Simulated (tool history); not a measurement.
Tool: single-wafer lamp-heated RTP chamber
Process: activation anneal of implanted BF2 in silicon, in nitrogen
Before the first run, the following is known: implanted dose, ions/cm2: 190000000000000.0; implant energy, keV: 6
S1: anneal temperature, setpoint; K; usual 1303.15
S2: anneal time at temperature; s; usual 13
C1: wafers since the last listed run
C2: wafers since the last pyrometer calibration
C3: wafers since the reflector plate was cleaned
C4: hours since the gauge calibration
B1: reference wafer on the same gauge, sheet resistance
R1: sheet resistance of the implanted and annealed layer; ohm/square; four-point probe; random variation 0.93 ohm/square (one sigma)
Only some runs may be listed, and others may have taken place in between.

Run 1, hour 0.0: usual settings but S2 11 s; C1 0; C2 6657; C3 8118; C4 147.7; B1 732.17. Result: R1 610.64 ohm/square.
Run 2, hour 15.1: usual settings but S1 1321.15 K; C1 245; C2 6903; C3 8363; C4 162.8; B1 731.87. Result: R1 590.66 ohm/square.
Run 3, hour 32.8: usual settings but S1 1321.15 K; C1 287; C2 7191; C3 8651; C4 180.5; B1 732.18. Result: R1 591.98 ohm/square.
Run 4, hour 49.6: usual settings; C1 273; C2 7464; C3 8924; C4 197.3; B1 731.88. Result: R1 604.62 ohm/square.
Run 5, hour 60.9: usual settings; C1 183; C2 7647; C3 9108; C4 208.6; B1 731.90. Result: R1 604.88 ohm/square.
Run 6, hour 73.6: usual settings but S1 1296.15 K; C1 206; C2 7854; C3 9314; C4 221.3; B1 731.99. Result: R1 610.13 ohm/square.
Run 7, hour 85.9: usual settings but S2 18 s; C1 199; C2 8054; C3 9514; C4 233.6; B1 731.83. Result: R1 593.26 ohm/square.
At hour 99.7: gauge calibrated.
Run 8, hour 101.2: usual settings but S2 18 s; C1 248; C2 8303; C3 9763; C4 1.5; B1 731.95. Result: R1 594.13 ohm/square.
Run 9, hour 115.7: usual settings but S2 9 s; C1 235; C2 8538; C3 9999; C4 16.0; B1 732.02. Result: R1 613.55 ohm/square.
Run 10, hour 128.4: usual settings but S1 1325.15 K, S2 10 s; C1 206; C2 8745; C3 10205; C4 28.7; B1 731.97. Result: R1 595.94 ohm/square.
Run 11, hour 145.6: usual settings but S2 10 s; C1 279; C2 9024; C3 10485; C4 45.9; B1 731.93. Result: R1 611.97 ohm/square.
At hour 163.8: pyrometer window cleaned and pyrometer calibrated.
At hour 174.4: reflector plate cleaned.
Run 12, hour 182.9: usual settings; C1 346; C2 180; C3 138; C4 83.2; B1 731.95. Result: R1 616.78 ohm/square.
Run 13, hour 191.5: usual settings but S1 1277.15 K, S2 6 s; C1 139; C2 320; C3 278; C4 91.8; B1 731.97. Result: R1 667.98 ohm/square.

For run 14, what comes out?
Run 14, hour 200.9: usual settings but S1 1317.15 K, S2 5 s; C1 152; C2 473; C3 431; C4 101.2; B1 ?. Result: R1 ?.

B1: 732.00
R1: 626.97 ohm/square
Had the tool carried no hidden state, the very same run would have given R1 629.18 ohm/square.

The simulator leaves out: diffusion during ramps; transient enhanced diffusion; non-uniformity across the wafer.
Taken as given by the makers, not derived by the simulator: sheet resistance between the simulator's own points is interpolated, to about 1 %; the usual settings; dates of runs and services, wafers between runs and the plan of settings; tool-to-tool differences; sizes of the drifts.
